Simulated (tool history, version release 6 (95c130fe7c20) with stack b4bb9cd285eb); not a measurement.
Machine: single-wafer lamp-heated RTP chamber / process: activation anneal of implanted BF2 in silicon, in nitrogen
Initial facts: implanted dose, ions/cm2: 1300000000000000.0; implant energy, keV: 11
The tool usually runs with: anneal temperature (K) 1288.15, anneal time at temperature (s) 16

| run | hour | anneal temperature (K) | anneal time at temperature (s) | read-back reference wafer on the same gauge, sheet resistance | sheet resistance of the implanted and annealed layer (ohm/square) |
|---|---|---|---|---|---|
| 1 | 0 | 1288.15 | 22 | 172.93 | 182.98 |
| 2 | 34.3 | 1288.15 | 22 | 173.1 | 181.82 |
| 3 | 58.5 | 1288.15 | 12 | 173.09 | 215.5 |
| 4 | 94.1 | 1288.15 | 12 | 172.96 | 215.34 |
| 5 | 111.1 | 1288.15 | 12 | 173.26 | 215.54 |
| 6 | 137.8 | 1288.15 | 16 | 172.82 | 199.45 |
|  | 157.8 | gauge calibrated |
|  | 166.5 | reflector plate cleaned |
| 7 | 167 | 1288.15 | 9 | 173.09 | 223.9 |
| 8 | 194.4 | 1288.15 | 16 | 173.1 | 190.55 |
| 9 | 215.2 | 1265.15 | 25 | 173.17 | 212.54 |
|  | 260.3 | reflector plate cleaned, repeated, since the last time left the tool worse |
|  | 261.8 | pyrometer window cleaned and pyrometer calibrated |
| 10 | 292.3 | 1315.15 | 22 | 172.86 | 157.79 |
| 11 | 305.9 | 1316.15 | 25 | 172.98 | 152.42 |
| 12 | 318 | 1311.15 | 10 | 173.19 | 188.66 |
| 13 | 350.2 | 1276.15 | 16 | 173 | 232.32 |
| 14 | 382.8 | 1288.15 | 16 | 173.04 | 204.69 |

Consider 5 possible next runs. They are alternatives, not a sequence: every one starts from the tool as it was left by run 14. What does each give?
| A | 383.2 | 1288.15 | 16 | ? | ? |
| B | 383.2 | 1278.15 | 12 | ? | ? |
| C | 383.2 | 1263.15 | 23 | ? | ? |
| D | 383.2 | 1265.15 | 7 | ? | ? |
| E | 383.2 | 1288.15 | 20 | ? | ? |

| run | read-back reference wafer on the same gauge, sheet resistance | sheet resistance of the implanted and annealed layer (ohm/square) |
|---|---|---|
| A | 172.85 | 207.4 |
| B | 172.85 | 245.07 |
| C | 172.85 | 243.45 |
| D | 172.85 | 299.79 |
| E | 172.85 | 194.7 |
With the hidden condition removed and each run's random variation left untouched, the same runs would have given:
| run | sheet resistance of the implanted and annealed layer (ohm/square) |
|---|---|
| A | 211.14 |
| B | 249.23 |
| C | 248.54 |
| D | 303.98 |
| E | 198.2 |
